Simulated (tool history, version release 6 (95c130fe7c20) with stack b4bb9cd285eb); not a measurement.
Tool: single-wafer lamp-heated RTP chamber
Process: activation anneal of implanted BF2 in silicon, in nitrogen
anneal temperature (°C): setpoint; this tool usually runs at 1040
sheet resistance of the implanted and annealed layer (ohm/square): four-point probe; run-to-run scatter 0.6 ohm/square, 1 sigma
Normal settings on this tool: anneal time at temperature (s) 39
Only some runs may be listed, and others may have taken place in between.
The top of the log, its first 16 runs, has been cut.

run,hour,anneal temperature (°C),anneal time at temperature (s),"read-back reference wafer on the same gauge, sheet resistance",sheet resistance of the implanted and annealed layer (ohm/square)
# hour 393.9: pyrometer window cleaned and pyrometer calibrated
17,400.8,1040,39,175.98,166.26
18,423.4,1040,39,175.83,164.42
# hour 442.4: gauge calibrated
19,456.7,1068,45,176.14,156.53
20,479.3,1040,39,176.22,165.52
21,504.1,1055,20,176.06,166.69
22,537.0,1063,25,175.93,163.24
23,569.3,1040,39,175.70,165.08
24,599.8,1065,27,176.03,160.30
25,616.5,1053,51,176.10,157.87
26,648.2,1040,23,176.07,169.37
27,680.0,1070,32,175.95,159.32
28,694.4,1040,39,176.10,162.48
# hour 711.3: reflector plate cleaned
29,729.7,1016,46,175.96,167.84
30,814.3,1040,31,175.72,165.74
31,829.2,1055,17,175.79,167.13
32,861.4,1055,22,176.27,164.20
33,885.1,1040,39,176.02,163.18
34,915.6,1057,58,176.11,155.23
35,939.8,1067,53,175.73,155.20
36,954.4,1040,53,176.03,158.35

Below are 5 alternative next runs, each starting from the tool's condition after run 36. Predict each:
A,954.8,1040,48,?,?
B,954.8,1040,56,?,?
C,954.8,1057,31,?,?
D,954.8,1053,54,?,?
E,954.8,1031,21,?,?

run,"read-back reference wafer on the same gauge, sheet resistance",sheet resistance of the implanted and annealed layer (ohm/square)
A,175.89,160.65
B,175.89,159.07
C,175.89,160.54
D,175.89,156.88
E,175.89,171.22
Stripped of hidden state, with their random variation kept, the same runs would have yielded:
run,sheet resistance of the implanted and annealed layer (ohm/square)
A,163.41
B,161.77
C,163.24
D,158.98
E,175.15
